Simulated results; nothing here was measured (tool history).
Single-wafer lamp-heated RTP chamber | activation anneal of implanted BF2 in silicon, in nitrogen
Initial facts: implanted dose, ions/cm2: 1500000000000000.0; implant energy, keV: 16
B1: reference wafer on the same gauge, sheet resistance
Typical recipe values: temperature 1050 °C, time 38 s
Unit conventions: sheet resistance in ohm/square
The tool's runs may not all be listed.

run 1 day=0.000 | temperature=1050 time=56 | B1=105.02 | sheet_resistance=97.41
run 2 day=0.500 | temperature=1050 time=56 | B1=104.98 | sheet_resistance=97.34
run 3 day=1.525 | temperature=1050 time=56 | B1=105.04 | sheet_resistance=97.82
run 4 day=5.854 | temperature=1059 time=38 | B1=104.97 | sheet_resistance=99.19
-- day=7.092 reflector plate cleaned
run 5 day=7.112 | temperature=1061 time=38 | B1=104.98 | sheet_resistance=99.97
run 6 day=8.029 | temperature=1061 time=38 | B1=104.97 | sheet_resistance=100.10
-- day=9.138 pyrometer window cleaned and pyrometer calibrated
run 7 day=9.412 | temperature=1061 time=38 | B1=105.09 | sheet_resistance=99.49
run 8 day=10.625 | temperature=1050 time=38 | B1=104.99 | sheet_resistance=108.50
-- day=11.383 gauge calibrated
run 9 day=11.504 | temperature=1038 time=38 | B1=105.03 | sheet_resistance=116.92
run 10 day=12.075 | temperature=1050 time=38 | B1=104.98 | sheet_resistance=108.26
run 11 day=12.875 | temperature=1077 time=58 | B1=104.97 | sheet_resistance=82.68
run 12 day=14.200 | temperature=1050 time=38 | B1=104.99 | sheet_resistance=107.89
run 13 day=15.654 | temperature=1028 time=29 | B1=105.02 | sheet_resistance=131.11
run 14 day=16.504 | temperature=1058 time=51 | B1=104.97 | sheet_resistance=94.61
run 15 day=17.196 | temperature=1036 time=52 | B1=105.06 | sheet_resistance=110.05
run 16 day=18.367 | temperature=1073 time=30 | B1=105.02 | sheet_resistance=93.66

Alternative continuations, all from the tool just after run 16; predict every row:
run A day=18.383 | temperature=1050 time=38 | B1=? | sheet_resistance=?
run B day=18.383 | temperature=1050 time=50 | B1=? | sheet_resistance=?
run C day=18.383 | temperature=1036 time=38 | B1=? | sheet_resistance=?
run D day=18.383 | temperature=1050 time=17 | B1=? | sheet_resistance=?
run E day=18.383 | temperature=1073 time=26 | B1=? | sheet_resistance=?

run=A B1=105.04 sheet_resistance=107.46
run=B B1=105.04 sheet_resistance=100.78
run=C B1=105.04 sheet_resistance=117.63
run=D B1=105.04 sheet_resistance=125.14
run=E B1=105.04 sheet_resistance=97.03
Take away the tool's hidden state, keep each run's random variation, and the runs would have read:
run=A sheet_resistance=109.24
run=B sheet_resistance=102.42
run=C sheet_resistance=119.25
run=D sheet_resistance=127.19
run=E sheet_resistance=98.74

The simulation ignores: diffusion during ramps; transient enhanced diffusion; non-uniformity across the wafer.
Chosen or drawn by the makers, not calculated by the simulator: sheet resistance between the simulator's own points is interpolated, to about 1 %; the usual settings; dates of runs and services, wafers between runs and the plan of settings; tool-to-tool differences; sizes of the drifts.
